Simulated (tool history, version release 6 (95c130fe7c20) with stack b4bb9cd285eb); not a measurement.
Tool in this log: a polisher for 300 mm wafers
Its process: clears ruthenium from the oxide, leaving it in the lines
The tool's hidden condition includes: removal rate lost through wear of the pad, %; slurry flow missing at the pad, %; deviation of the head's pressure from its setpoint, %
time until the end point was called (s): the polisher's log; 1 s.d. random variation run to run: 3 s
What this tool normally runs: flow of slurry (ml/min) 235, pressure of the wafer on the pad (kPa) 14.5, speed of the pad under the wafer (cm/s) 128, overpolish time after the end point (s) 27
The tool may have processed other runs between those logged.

| run | hour | flow of slurry (ml/min) | pressure of the wafer on the pad (kPa) | speed of the pad under the wafer (cm/s) | overpolish time after the end point (s) | wafers since the last listed run | wafers polished on this pad | hours since the slurry nozzle was cleaned | hours since the head pressure was calibrated | incoming thickness of the incoming film, nm | time until the end point was called (s) |
|---|---|---|---|---|---|---|---|---|---|---|---|
| 1 | 0 | 190 | 14.5 | 128 | 27 | 0 | 1822 | 99.4 | 133.1 | 218 | 177.9 |
| 2 | 62.7 | 235 | 14.5 | 128 | 27 | 580 | 2402 | 162.1 | 195.8 | 221.2 | 168.1 |
|  | 125.9 | worn pad replaced by a new one |
| 3 | 126.4 | 235 | 14.5 | 128 | 27 | 552 | 4 | 225.8 | 259.5 | 220.2 | 165.2 |
|  | 166.1 | head pressure recalibrated |
| 4 | 167.4 | 235 | 14.5 | 128 | 27 | 360 | 365 | 266.8 | 1.3 | 222.6 | 178 |
| 5 | 202.8 | 235 | 14.5 | 128 | 27 | 327 | 693 | 302.2 | 36.7 | 219.1 | 180.6 |
|  | 238.9 | slurry nozzle cleaned |
| 6 | 241 | 235 | 11 | 128 | 27 | 344 | 1037 | 2.1 | 74.9 | 223.7 | 228 |
| 7 | 291.3 | 235 | 11 | 128 | 27 | 465 | 1503 | 52.4 | 125.2 | 215.9 | 216.2 |
|  | 410.2 | worn pad replaced by a new one |
| 8 | 489.6 | 235 | 11 | 128 | 27 | 1797 | 734 | 250.7 | 323.5 | 218.8 | 206.3 |
|  | 545.7 | slurry nozzle cleaned |
|  | 549.9 | head pressure recalibrated |
| 9 | 588.1 | 235 | 14.5 | 128 | 27 | 883 | 1618 | 42.4 | 38.2 | 220.5 | 174.5 |
| 10 | 650.1 | 235 | 14.5 | 128 | 27 | 573 | 2191 | 104.4 | 100.2 | 216.4 | 174.4 |
|  | 668.3 | worn pad replaced by a new one |
| 11 | 688.9 | 235 | 14.5 | 128 | 27 | 322 | 190 | 143.2 | 139 | 218 | 167 |
| 12 | 727 | 235 | 14.5 | 128 | 27 | 352 | 543 | 181.3 | 177.1 | 219.3 | 171.8 |
| 13 | 766.5 | 235 | 14.5 | 128 | 27 | 365 | 908 | 220.8 | 216.6 | 221.9 | 171.2 |
| 14 | 812.5 | 300 | 13.1 | 128 | 27 | 425 | 1334 | 266.8 | 262.6 | 217.7 | 171.7 |
| 15 | 863.2 | 235 | 11 | 128 | 27 | 469 | 1803 | 317.5 | 313.3 | 219.1 | 197.9 |
|  | 872.2 | slurry nozzle cleaned |
|  | 876 | head pressure recalibrated |
|  | 926.1 | worn pad replaced by a new one |
| 16 | 929.9 | 235 | 14.5 | 128 | 27 | 552 | 35 | 57.7 | 53.9 | 215.6 | 172.6 |
| 17 | 1000.8 | 235 | 14.5 | 90 | 27 | 656 | 691 | 128.6 | 124.8 | 217.9 | 242.2 |
| 18 | 1037.1 | 165 | 10.3 | 128 | 27 | 335 | 1026 | 164.9 | 161.1 | 220.9 | 237 |
| 19 | 1106.6 | 265 | 17.9 | 128 | 22 | 643 | 1670 | 234.4 | 230.6 | 221.4 | 140.4 |
| 20 | 1136.1 | 235 | 16.5 | 116 | 41 | 272 | 1943 | 263.9 | 260.1 | 223.8 | 171.6 |
|  | 1171.2 | slurry nozzle cleaned |
| 21 | 1183.9 | 235 | 11.7 | 128 | 37 | 433 | 2376 | 12.7 | 307.9 | 223.7 | 193.8 |
|  | 1188.8 | worn pad replaced by a new one |
| 22 | 1212.8 | 235 | 14.5 | 110 | 27 | 230 | 221 | 41.6 | 336.8 | 216.3 | 187.8 |
| 23 | 1263.3 | 185 | 18.6 | 128 | 27 | 467 | 688 | 92.1 | 387.3 | 219.1 | 130.6 |
|  | 1279.2 | head pressure recalibrated |
| 24 | 1386 | 195 | 15.9 | 128 | 11 | 1116 | 1805 | 214.8 | 106.8 | 220.4 | 161.7 |
| 25 | 1443.2 | 195 | 14.5 | 128 | 27 | 529 | 2335 | 272 | 164 | 217.7 | 172.8 |
|  | 1457.2 | worn pad replaced by a new one |
|  | 1466.1 | slurry nozzle cleaned |
| 26 | 1474.8 | 190 | 14.5 | 128 | 27 | 246 | 153 | 8.7 | 195.6 | 221.3 | 178.8 |

Alternative continuations, all from the tool just after run 26; predict every row:
| A | 1475.3 | 235 | 14.5 | 128 | 13 | 4 | 158 | 9.2 | 196.1 | 217.1 | ? |
| B | 1475.3 | 275 | 12.4 | 128 | 27 | 4 | 158 | 9.2 | 196.1 | 217.1 | ? |
| C | 1475.3 | 235 | 14.5 | 128 | 32 | 4 | 158 | 9.2 | 196.1 | 217.1 | ? |
| D | 1475.3 | 235 | 14.5 | 128 | 12 | 4 | 158 | 9.2 | 196.1 | 217.1 | ? |
| E | 1475.3 | 235 | 14.5 | 158 | 27 | 4 | 158 | 9.2 | 196.1 | 217.1 | ? |

| run | time until the end point was called (s) |
|---|---|
| A | 170 |
| B | 188.7 |
| C | 170 |
| D | 170 |
| E | 137.7 |
With no hidden state in the tool, these same runs would have given:
| run | time until the end point was called (s) |
|---|---|
| A | 175.3 |
| B | 194.6 |
| C | 175.3 |
| D | 175.3 |
| E | 142 |
